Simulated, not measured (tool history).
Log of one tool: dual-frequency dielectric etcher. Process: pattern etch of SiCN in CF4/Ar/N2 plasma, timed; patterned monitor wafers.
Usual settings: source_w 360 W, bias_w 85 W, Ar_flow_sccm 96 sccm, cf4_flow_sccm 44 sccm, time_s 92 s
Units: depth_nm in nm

run     day  source_w  bias_w  Ar_flow_sccm  cf4_flow_sccm  time_s  wafers since the last listed run  hours since the last wet clean  hours since the last source power generator calibration  hours since the last bias power generator calibration  hours since the last Ar flow controller change  hours since the last CF4 flow controller change  hours since the last upper electrode change  hours since the gauge calibration  read-back reference wafer on the same gauge, depth_nm  depth_nm
  1       0       360      85            96             44      92                                 0                           233.6                                                   3029.5                                                 2333.5                                          1193.6                                           3740.9                                       3260.1                              737.7                                                   72.9      65.7
  2   1.883       360      85            96             44      92                               341                           278.8                                                   3074.7                                                 2378.7                                          1238.8                                           3786.1                                       3305.3                              782.9                                                   72.9      65.8
  3   4.304       420      85            96             44      92                               439                           336.9                                                   3132.8                                                 2436.8                                          1296.9                                           3844.2                                       3363.4                                841                                                   72.9      77.3
  4   6.842       420      85            96             44      92                               460                           397.8                                                   3193.7                                                 2497.7                                          1357.8                                           3905.1                                       3424.3                              901.9                                                   72.9      76.9
     12.854  -- wet clean of the chamber
  5  14.783       420      85            96             44      92                              1258                            46.3                                                   3384.3                                                 2688.3                                          1548.4                                           4095.7                                       3614.9                             1092.5                                                   72.9      77.4
  6   17.15       360     101            96             44      92                               429                           103.1                                                   3441.1                                                 2745.1                                          1605.2                                           4152.5                                       3671.7                             1149.3                                                   72.9      71.6
  7  18.317       360      77            96             44      92                               211                           131.1                                                   3469.1                                                 2773.1                                          1633.2                                           4180.5                                       3699.7                             1177.3                                                   72.9      62.8
     18.692  -- gauge calibrated
  8  19.888       360      77            96             44      92                               284                           168.8                                                   3506.8                                                 2810.8                                          1670.9                                           4218.2                                       3737.4                               28.7                                                   72.9      62.5
     21.258  -- upper electrode replaced
  9  21.279       360      77            96             44      92                                71                           202.2                                                   3540.2                                                 2844.2                                          1704.3                                           4251.6                                          0.5                               62.1                                                   72.9      62.5
 10  23.412       360      85            96             52      83                               386                           253.4                                                   3591.4                                                 2895.4                                          1755.5                                           4302.8                                         51.7                              113.3                                                   72.9      61.1
 11    25.8       360      85            96             52      83                               432                           310.7                                                   3648.7                                                 2952.7                                          1812.8                                           4360.1                                          109                              170.6                                                   72.9        61
 12  26.912       290      85            78             44      92                               201                           337.4                                                   3675.4                                                 2979.4                                          1839.5                                           4386.8                                        135.7                              197.3                                                   72.9      53.5
     28.296  -- source power generator calibrated
       28.8  -- CF4 flow controller replaced
 13  28.821       380      64           111             44    75.5                               270                           383.2                                                     12.6                                                 3025.2                                          1885.3                                              0.5                                        181.5                              243.1                                                   72.9      48.5
 14  29.829       300      85            96             35      92                               182                           407.4                                                     36.8                                                 3049.4                                          1909.5                                             24.7                                        205.7                              267.3                                                   72.9      51.9
 15  32.558       360     101            96             44   108.5                               494                           472.9                                                    102.3                                                 3114.9                                            1975                                             90.2                                        271.2                              332.8                                                   72.9      84.4
     34.633  -- bias power generator calibrated
     40.417  -- wet clean of the chamber
 16  40.908       360      85            96             44      92                              1302                            11.8                                                    302.7                                                  150.6                                          2175.4                                            290.6                                        471.6                              533.2                                                   72.9      68.6
       41.5  -- Ar flow controller replaced
     43.279  -- bias power generator calibrated, repeated, since the last time left the tool worse
 17   43.65       420      85            96             44    78.5                               421                            77.6                                                    368.5                                                    8.9                                            51.6                                            356.4                                        537.4                                599                                                   72.9      66.6
 18  45.283       360      85            96             53   116.5                               296                           116.8                                                    407.7                                                   48.1                                            90.8                                            395.6                                        576.6                              638.2                                                   72.9      87.3
 19  47.175       360      85            96             44      92                               343                           162.2                                                    453.1                                                   93.5                                           136.2                                              441                                          622                              683.6                                                   72.9      66.8
 20  48.967       360      85            96             44      92                               324                           205.2                                                    496.1                                                  136.5                                           179.2                                              484                                          665                              726.6                                                   72.9      66.4
 21  50.821       360      85            96             44      92                               336                           249.7                                                    540.6                                                    181                                           223.7                                            528.5                                        709.5                              771.1                                                   72.9      66.6
 22  52.479       360      98            90             44      92                               300                           289.5                                                    580.4                                                  220.8                                           263.5                                            568.3                                        749.3                              810.9                                                   72.9        72

3 ways to go on from here, each from the tool as it stands after run 22. What would each give?
  A  52.496       360      85            82             44      92                                 3                           289.9                                                    580.8                                                  221.2                                           263.9                                            568.7                                        749.7                              811.3                                                      ?         ?
  B  52.496       320      93           120             44      92                                 3                           289.9                                                    580.8                                                  221.2                                           263.9                                            568.7                                        749.7                              811.3                                                      ?         ?
  C  52.496       360      85            96             44      78                                 3                           289.9                                                    580.8                                                  221.2                                           263.9                                            568.7                                        749.7                              811.3                                                      ?         ?

run  read-back reference wafer on the same gauge, depth_nm  depth_nm
  A                                                   72.9      67.5
  B                                                   72.9      60.1
  C                                                   72.9      56.4
Without the tool's hidden state the same runs would have given:
run  depth_nm
  A      67.9
  B      60.5
  C      56.7

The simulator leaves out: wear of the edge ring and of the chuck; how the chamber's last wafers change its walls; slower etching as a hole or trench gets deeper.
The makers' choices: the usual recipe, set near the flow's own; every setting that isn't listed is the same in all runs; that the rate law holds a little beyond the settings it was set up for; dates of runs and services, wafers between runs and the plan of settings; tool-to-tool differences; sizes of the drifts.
